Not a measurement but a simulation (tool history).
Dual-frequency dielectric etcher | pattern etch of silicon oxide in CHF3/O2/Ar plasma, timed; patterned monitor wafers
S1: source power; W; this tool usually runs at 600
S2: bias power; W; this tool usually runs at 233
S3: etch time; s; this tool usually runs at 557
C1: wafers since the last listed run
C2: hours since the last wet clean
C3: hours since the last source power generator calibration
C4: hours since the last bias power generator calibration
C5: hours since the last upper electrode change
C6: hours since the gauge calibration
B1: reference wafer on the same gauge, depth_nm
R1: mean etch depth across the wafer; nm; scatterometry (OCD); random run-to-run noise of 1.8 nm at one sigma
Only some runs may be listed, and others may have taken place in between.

{"run": 1, "hour": 0.0, "S1": 600, "S2": 233, "S3": 557, "C1": 0, "C2": 405.3, "C3": 2940.3, "C4": 4660.1, "C5": 4391.9, "C6": 252.8, "B1": 1350.3, "R1": 1171.5}
{"run": 2, "hour": 17.6, "S1": 600, "S2": 233, "S3": 557, "C1": 70, "C2": 422.9, "C3": 2957.9, "C4": 4677.7, "C5": 4409.5, "C6": 270.4, "B1": 1349.7, "R1": 1170.7}
{"run": 3, "hour": 26.5, "S1": 600, "S2": 233, "S3": 557, "C1": 35, "C2": 431.8, "C3": 2966.8, "C4": 4686.6, "C5": 4418.4, "C6": 279.3, "B1": 1349.8, "R1": 1170.7}
{"run": 4, "hour": 39.0, "S1": 600, "S2": 233, "S3": 557, "C1": 50, "C2": 444.3, "C3": 2979.3, "C4": 4699.1, "C5": 4430.9, "C6": 291.8, "B1": 1350.2, "R1": 1166.3}
{"run": 5, "hour": 83.0, "S1": 600, "S2": 233, "S3": 557, "C1": 176, "C2": 488.3, "C3": 3023.3, "C4": 4743.1, "C5": 4474.9, "C6": 335.8, "B1": 1350.2, "R1": 1166.2}
{"run": 6, "hour": 97.9, "S1": 600, "S2": 233, "S3": 557, "C1": 59, "C2": 503.2, "C3": 3038.2, "C4": 4758, "C5": 4489.8, "C6": 350.7, "B1": 1349.4, "R1": 1167.3}
{"run": 7, "hour": 106.7, "S1": 600, "S2": 233, "S3": 557, "C1": 35, "C2": 512, "C3": 3047, "C4": 4766.8, "C5": 4498.6, "C6": 359.5, "B1": 1349.6, "R1": 1166.4}
{"run": 8, "hour": 117.7, "S1": 600, "S2": 233, "S3": 485, "C1": 44, "C2": 523, "C3": 3058, "C4": 4777.8, "C5": 4509.6, "C6": 370.5, "B1": 1349.7, "R1": 1014.9}
{"hour": 119.6, "done": "gauge calibrated"}
{"run": 9, "hour": 126.3, "S1": 600, "S2": 233, "S3": 485, "C1": 34, "C2": 531.6, "C3": 3066.6, "C4": 4786.4, "C5": 4518.2, "C6": 6.7, "B1": 1349.4, "R1": 1016.4}
{"run": 10, "hour": 138.0, "S1": 710, "S2": 233, "S3": 557, "C1": 46, "C2": 543.3, "C3": 3078.3, "C4": 4798.1, "C5": 4529.9, "C6": 18.4, "B1": 1351.3, "R1": 1244.1}
{"run": 11, "hour": 145.1, "S1": 710, "S2": 233, "S3": 557, "C1": 28, "C2": 550.4, "C3": 3085.4, "C4": 4805.2, "C5": 4537, "C6": 25.5, "B1": 1350.6, "R1": 1247.1}
{"run": 12, "hour": 156.4, "S1": 600, "S2": 233, "S3": 557, "C1": 45, "C2": 561.7, "C3": 3096.7, "C4": 4816.5, "C5": 4548.3, "C6": 36.8, "B1": 1349.8, "R1": 1165.6}
{"hour": 161.4, "done": "source power generator calibrated"}
{"run": 13, "hour": 173.8, "S1": 600, "S2": 184, "S3": 557, "C1": 53, "C2": 579.1, "C3": 12.4, "C4": 4833.9, "C5": 4565.7, "C6": 54.2, "B1": 1350.9, "R1": 1094.1}
{"hour": 182.3, "done": "bias power generator calibrated"}
{"hour": 206.7, "done": "wet clean of the chamber"}
{"hour": 218.4, "done": "upper electrode replaced"}
{"run": 14, "hour": 218.9, "S1": 600, "S2": 200, "S3": 557, "C1": 21, "C2": 12.2, "C3": 57.5, "C4": 36.6, "C5": 0.5, "C6": 99.3, "B1": 1350.4, "R1": 1131}
{"run": 15, "hour": 219.4, "S1": 560, "S2": 211, "S3": 557, "C1": 2, "C2": 12.7, "C3": 58, "C4": 37.1, "C5": 1, "C6": 99.8, "B1": 1350, "R1": 1116.3}
{"run": 16, "hour": 219.9, "S1": 470, "S2": 291, "S3": 557, "C1": 2, "C2": 13.2, "C3": 58.5, "C4": 37.6, "C5": 1.5, "C6": 100.3, "B1": 1349.8, "R1": 1140.3}
{"run": 17, "hour": 231.5, "S1": 660, "S2": 277, "S3": 557, "C1": 46, "C2": 24.8, "C3": 70.1, "C4": 49.2, "C5": 13.1, "C6": 111.9, "B1": 1350.1, "R1": 1292.9}
{"run": 18, "hour": 246.1, "S1": 680, "S2": 233, "S3": 557, "C1": 58, "C2": 39.4, "C3": 84.7, "C4": 63.8, "C5": 27.7, "C6": 126.5, "B1": 1350, "R1": 1241.7}
{"run": 19, "hour": 253.6, "S1": 600, "S2": 233, "S3": 557, "C1": 30, "C2": 46.9, "C3": 92.2, "C4": 71.3, "C5": 35.2, "C6": 134, "B1": 1350, "R1": 1181.5}
{"run": 20, "hour": 259.7, "S1": 500, "S2": 284, "S3": 478, "C1": 24, "C2": 53, "C3": 98.3, "C4": 77.4, "C5": 41.3, "C6": 140.1, "B1": 1350.3, "R1": 999.9}
{"run": 21, "hour": 275.3, "S1": 600, "S2": 233, "S3": 485, "C1": 62, "C2": 68.6, "C3": 113.9, "C4": 93, "C5": 56.9, "C6": 155.7, "B1": 1350.7, "R1": 1027.5}
{"run": 22, "hour": 284.8, "S1": 660, "S2": 233, "S3": 681.5, "C1": 38, "C2": 78.1, "C3": 123.4, "C4": 102.5, "C5": 66.4, "C6": 165.2, "B1": 1350.3, "R1": 1507.4}
{"run": 23, "hour": 294.6, "S1": 600, "S2": 233, "S3": 557, "C1": 39, "C2": 87.9, "C3": 133.2, "C4": 112.3, "C5": 76.2, "C6": 175, "B1": 1350.6, "R1": 1182.4}

Alternative continuations, all from the tool just after run 23; predict every row:
{"run": "A", "hour": 295.2, "S1": 600, "S2": 257, "S3": 557, "C1": 2, "C2": 88.5, "C3": 133.8, "C4": 112.9, "C5": 76.8, "C6": 175.6, "B1": "?", "R1": "?"}
{"run": "B", "hour": 295.2, "S1": 730, "S2": 233, "S3": 398.5, "C1": 2, "C2": 88.5, "C3": 133.8, "C4": 112.9, "C5": 76.8, "C6": 175.6, "B1": "?", "R1": "?"}
{"run": "C", "hour": 295.2, "S1": 640, "S2": 248, "S3": 715.5, "C1": 2, "C2": 88.5, "C3": 133.8, "C4": 112.9, "C5": 76.8, "C6": 175.6, "B1": "?", "R1": "?"}

run=A B1=1349.4 R1=1217
run=B B1=1349.4 R1=916.6
run=C B1=1349.4 R1=1588.3
What these runs would have given with no unlogged condition in the tool:
run=A R1=1218.8
run=B R1=918
run=C R1=1590.7
